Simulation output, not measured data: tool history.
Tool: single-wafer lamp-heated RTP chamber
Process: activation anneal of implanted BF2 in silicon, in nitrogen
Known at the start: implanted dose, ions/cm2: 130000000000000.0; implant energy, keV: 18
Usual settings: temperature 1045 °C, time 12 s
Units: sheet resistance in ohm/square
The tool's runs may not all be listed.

| run | day | temperature | time | read-back reference wafer on the same gauge, sheet resistance | sheet resistance |
|---|---|---|---|---|---|
| 1 | 0 | 1045 | 12 | 716.08 | 869.52 |
| 2 | 2.25 | 1045 | 12 | 715.11 | 866.53 |
| 3 | 5.171 | 1045 | 12 | 715.18 | 866.07 |
| 4 | 7.233 | 1045 | 12 | 715.28 | 868.02 |
| 5 | 10.621 | 1045 | 12 | 714.86 | 866.6 |
| 6 | 12.546 | 1045 | 12 | 714.78 | 867.31 |
| 7 | 13.967 | 1045 | 12 | 714.83 | 867.3 |
| 8 | 15.104 | 1045 | 12 | 714.91 | 865.85 |
|  | 16.821 | pyrometer window cleaned and pyrometer calibrated |
|  | 17.529 | reflector plate cleaned |
| 9 | 17.796 | 1045 | 12 | 714.53 | 866.68 |
| 10 | 19.212 | 1045 | 12 | 714.09 | 868.03 |
| 11 | 22.188 | 1063 | 10 | 714.28 | 864.05 |
| 12 | 23.475 | 1063 | 10 | 713.55 | 864.15 |
| 13 | 24.75 | 1045 | 12 | 713.13 | 864.8 |
| 14 | 26.904 | 1045 | 12 | 712.77 | 864.57 |
| 15 | 28.533 | 1045 | 12 | 713.37 | 864.72 |
| 16 | 30.621 | 1045 | 12 | 712.85 | 866.43 |
| 17 | 31.717 | 1045 | 15 | 713.03 | 858.99 |
|  | 32.454 | pyrometer window cleaned and pyrometer calibrated |
| 18 | 32.9 | 1045 | 12 | 712.93 | 863.2 |
| 19 | 35.712 | 1028 | 10 | 711.88 | 870.79 |
| 20 | 36.742 | 1068 | 6 | 711.94 | 866.69 |
| 21 | 39.329 | 1059 | 8 | 711.5 | 864.91 |
| 22 | 41.804 | 1034 | 14 | 711.22 | 862.49 |
|  | 46.254 | reflector plate cleaned |
| 23 | 48.662 | 1075 | 6 | 710.33 | 862.57 |
|  | 50.558 | pyrometer window cleaned and pyrometer calibrated |
| 24 | 50.579 | 1059 | 14 | 709.3 | 852.19 |
| 25 | 51.612 | 1059 | 12 | 709.39 | 856.14 |
| 26 | 53.546 | 1045 | 12 | 708.55 | 857.93 |
| 27 | 55.738 | 1035 | 12 | 708.22 | 861.78 |
|  | 56.7 | gauge calibrated |
| 28 | 58.3 | 1045 | 12 | 715.58 | 866.81 |
| 29 | 59.742 | 1045 | 12 | 715.6 | 867.23 |
| 30 | 62.683 | 1045 | 16 | 715.44 | 863.1 |
| 31 | 65.171 | 1045 | 12 | 715.85 | 867.22 |
| 32 | 67.046 | 1027 | 16 | 715.3 | 872.04 |
|  | 68.475 | pyrometer window cleaned and pyrometer calibrated |
| 33 | 68.662 | 1016 | 18 | 715.47 | 870.82 |
| 34 | 71.442 | 1045 | 12 | 715.72 | 867.15 |
| 35 | 72.879 | 1045 | 8 | 715.32 | 874.23 |
| 36 | 74.467 | 1017 | 16 | 715.12 | 869.73 |
|  | 75.621 | reflector plate cleaned |
| 37 | 76.133 | 1045 | 12 | 714.69 | 868.01 |

3 ways to go on from here, each from the tool as it stands after run 37. What would each give?
| A | 76.15 | 1045 | 12 | ? | ? |
| B | 76.15 | 1056 | 12 | ? | ? |
| C | 76.15 | 1058 | 12 | ? | ? |

| run | read-back reference wafer on the same gauge, sheet resistance | sheet resistance |
|---|---|---|
| A | 715.37 | 866.05 |
| B | 715.37 | 862.75 |
| C | 715.37 | 862.1 |
Without the tool's hidden state the same runs would have given:
| run | sheet resistance |
|---|---|
| A | 866.97 |
| B | 863.66 |
| C | 863.01 |
